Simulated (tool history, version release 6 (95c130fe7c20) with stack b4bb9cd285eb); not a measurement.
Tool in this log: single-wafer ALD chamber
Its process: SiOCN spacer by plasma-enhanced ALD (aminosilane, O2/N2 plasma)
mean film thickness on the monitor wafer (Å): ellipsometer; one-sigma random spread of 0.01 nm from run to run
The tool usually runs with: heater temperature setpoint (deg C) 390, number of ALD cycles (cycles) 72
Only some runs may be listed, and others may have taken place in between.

| run | hour | heater temperature setpoint (deg C) | number of ALD cycles (cycles) | wafers since the last listed run | hours since the last thermocouple change | hours since the gauge calibration | read-back reference wafer on the same gauge, thickness_nm | mean film thickness on the monitor wafer (Å) |
|---|---|---|---|---|---|---|---|---|
| 1 | 0.0 | 390 | 72 | 0 | 346.1 | 1077.3 | 4.490 | 41.30 |
| 2 | 70.3 | 390 | 72 | 182 | 416.4 | 1147.6 | 4.489 | 41.55 |
|  | 81.5 | gauge calibrated |
| 3 | 170.4 | 390 | 72 | 259 | 516.5 | 88.9 | 4.489 | 41.33 |
| 4 | 250.3 | 385 | 72 | 206 | 596.4 | 168.8 | 4.489 | 41.52 |
| 5 | 320.0 | 385 | 72 | 180 | 666.1 | 238.5 | 4.490 | 41.40 |
| 6 | 366.7 | 390 | 72 | 120 | 712.8 | 285.2 | 4.487 | 41.49 |
| 7 | 457.7 | 390 | 72 | 235 | 803.8 | 376.2 | 4.490 | 41.21 |
| 8 | 514.9 | 390 | 72 | 148 | 861.0 | 433.4 | 4.490 | 41.35 |
| 9 | 551.9 | 390 | 72 | 95 | 898.0 | 470.4 | 4.491 | 41.52 |
| 10 | 592.9 | 390 | 72 | 106 | 939.0 | 511.4 | 4.487 | 41.48 |
| 11 | 675.8 | 390 | 72 | 214 | 1021.9 | 594.3 | 4.490 | 41.42 |
| 12 | 869.4 | 394 | 67 | 501 | 1215.5 | 787.9 | 4.495 | 38.70 |
| 13 | 960.2 | 377 | 84 | 235 | 1306.3 | 878.7 | 4.487 | 48.31 |
| 14 | 1059.0 | 398 | 72 | 255 | 1405.1 | 977.5 | 4.495 | 41.41 |
| 15 | 1122.2 | 398 | 63 | 163 | 1468.3 | 1040.7 | 4.493 | 36.34 |
|  | 1155.1 | thermocouple changed; heater temperature recalibrated |
|  | 1182.6 | gauge calibrated |
| 16 | 1223.2 | 395 | 81 | 240 | 68.1 | 40.6 | 4.489 | 46.66 |
| 17 | 1312.1 | 390 | 83 | 230 | 157.0 | 129.5 | 4.492 | 47.85 |
| 18 | 1375.9 | 382 | 79 | 165 | 220.8 | 193.3 | 4.489 | 45.44 |
| 19 | 1430.3 | 376 | 72 | 140 | 275.2 | 247.7 | 4.489 | 41.32 |
| 20 | 1533.8 | 385 | 72 | 267 | 378.7 | 351.2 | 4.490 | 41.45 |
| 21 | 1597.7 | 401 | 84 | 165 | 442.6 | 415.1 | 4.493 | 48.14 |

For each entry between runs, how does the tool's hidden state at the last listed run before it compare with that at the first listed run after it?
Run 2 -> run 3: gauge calibrated (hour 81.5)
  no difference in the tool's unlogged condition between these two runs
Run 15 -> run 16: thermocouple changed; heater temperature recalibrated (hour 1155.1); gauge calibrated (hour 1182.6)
  no difference in the tool's unlogged condition between these two runs
